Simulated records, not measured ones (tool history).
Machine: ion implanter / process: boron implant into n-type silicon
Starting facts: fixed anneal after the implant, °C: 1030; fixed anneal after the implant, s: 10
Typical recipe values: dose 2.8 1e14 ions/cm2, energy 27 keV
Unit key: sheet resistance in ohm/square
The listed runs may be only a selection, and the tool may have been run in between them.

run   hour  dose  energy  wafers since the last listed run  hours since the last dose calibration  hours since the extraction supply was calibrated  hours since the gauge calibration  read-back reference wafer on the same gauge, sheet resistance  sheet resistance
  1      0   2.8      27                                 0                                  858.9                                            3997.9                               82.5                                                         336.86            315.66
  2    6.6   2.8      27                               142                                  865.5                                            4004.5                               89.1                                                          337.1            316.38
  3   23.3   2.8      27                               361                                  882.2                                            4021.2                              105.8                                                         336.77            318.69
  4   30.9   2.8    34.5                               164                                  889.8                                            4028.8                              113.4                                                         336.98            308.14
  5   47.8   2.8    34.5                               365                                  906.7                                            4045.7                              130.3                                                         337.08            309.29
  6   58.9   2.8      29                               239                                  917.8                                            4056.8                              141.4                                                         337.22            315.66
  7     65   2.8      29                               131                                  923.9                                            4062.9                              147.5                                                         336.88             314.3
  8   74.1   2.8      29                               196                                    933                                              4072                              156.6                                                         337.58            316.65
  9   87.1   2.8      27                               281                                    946                                              4085                              169.6                                                          336.9            317.49
 10    100   2.8      27                               278                                  958.9                                            4097.9                              182.5                                                         337.04            318.45
 11  108.2   2.8      27                               177                                  967.1                                            4106.1                              190.7                                                         336.82            318.93
 12  122.1   2.8      27                               300                                    981                                              4120                              204.6                                                         337.07            319.64
 13  137.5   2.8      27                               332                                  996.4                                            4135.4                                220                                                         336.52            319.79
 14    147   2.8      27                               205                                 1005.9                                            4144.9                              229.5                                                         336.78            321.06
 15  156.8   2.8      27                               211                                 1015.7                                            4154.7                              239.3                                                         336.79            319.12
 16  165.8   2.8      27                               194                                 1024.7                                            4163.7                              248.3                                                         336.72            317.79
 17  174.2   2.8      27                               181                                 1033.1                                            4172.1                              256.7                                                         336.89            319.96
 18  187.9   2.8      27                               296                                 1046.8                                            4185.8                              270.4                                                         336.72            321.73
 19  196.8  2.04    17.5                               192                                 1055.7                                            4194.7                              279.3                                                         337.12            436.95
 20  205.8  2.19    30.5                               194                                 1064.7                                            4203.7                              288.3                                                          337.6            385.13
 21  214.4  3.61    34.5                               185                                 1073.3                                            4212.3                              296.9                                                         337.13            253.81
 22  229.6  3.53    31.5                               328                                 1088.5                                            4227.5                              312.1                                                         337.47            261.94
       249  -- extraction supply calibrated
 23  249.5  2.48    31.5                               257                                 1108.4                                               0.5                                332                                                         337.18            346.91
 24    259  2.32      21                               205                                 1117.9                                                10                              341.5                                                         336.89            385.75
     269.8  -- gauge calibrated
 25  271.5  2.03      27                               270                                 1130.4                                              22.5                                1.7                                                         336.97             416.9
     288.9  -- Faraday cup replaced and dose calibrated
 26  289.4   2.8      27                               214                                    0.5                                              40.4                               19.6                                                         337.04            308.98
 27  289.7   2.8      27                                 6                                    0.8                                              40.7                               19.9                                                         336.69            309.18
 28  295.3   2.8    23.5                               121                                    6.4                                              46.3                               25.5                                                         337.19            315.34
 29  304.6  2.15      18                               201                                   15.7                                              55.6                               34.8                                                         337.07            400.31
 30  316.4   2.8      27                               255                                   27.5                                              67.4                               46.6                                                         336.78            308.63
 31  324.9   3.6      27                               183                                     36                                              75.9                               55.1                                                         336.93            251.79
 32  335.4   2.8      27                               227                                   46.5                                              86.4                               65.6                                                         337.07            309.04
 33    351   2.8      27                               337                                   62.1                                               102                               81.2                                                         337.19            308.59
 34    361   2.8      27                               216                                   72.1                                               112                               91.2                                                         337.28            310.39
 35  368.7  2.39    24.5                               166                                   79.8                                             119.7                               98.9                                                         337.37            355.77
 36    376     2      18                               157                                   87.1                                               127                              106.2                                                         336.89            426.75

A few steps of sheet resistance between consecutive runs. Split each: what settings, incoming material and random variation would produce without the hidden state, and what is left over for the hidden state, along with gauge scatter present in only one of the two compared results (measured, and without hidden state):
What the log doesn't record here: deviation of the true dose from the Faraday cup's reading, %; deviation of the true energy from its setpoint, %; gauge reads high (%).
Run 18 -> 19: dose 2.8 -> 2.04, energy 27 -> 17.5. sheet resistance +115.22 ohm/square: hidden state +3.75, all else +111.47.
Run 20 -> 21: dose 2.19 -> 3.61, energy 30.5 -> 34.5. sheet resistance -131.32 ohm/square: hidden state -3.4, all else -127.92.
Run 25 -> 26: dose 2.03 -> 2.8, Faraday cup replaced and dose calibrated. sheet resistance -107.92 ohm/square: hidden state -15.25, all else -92.67.

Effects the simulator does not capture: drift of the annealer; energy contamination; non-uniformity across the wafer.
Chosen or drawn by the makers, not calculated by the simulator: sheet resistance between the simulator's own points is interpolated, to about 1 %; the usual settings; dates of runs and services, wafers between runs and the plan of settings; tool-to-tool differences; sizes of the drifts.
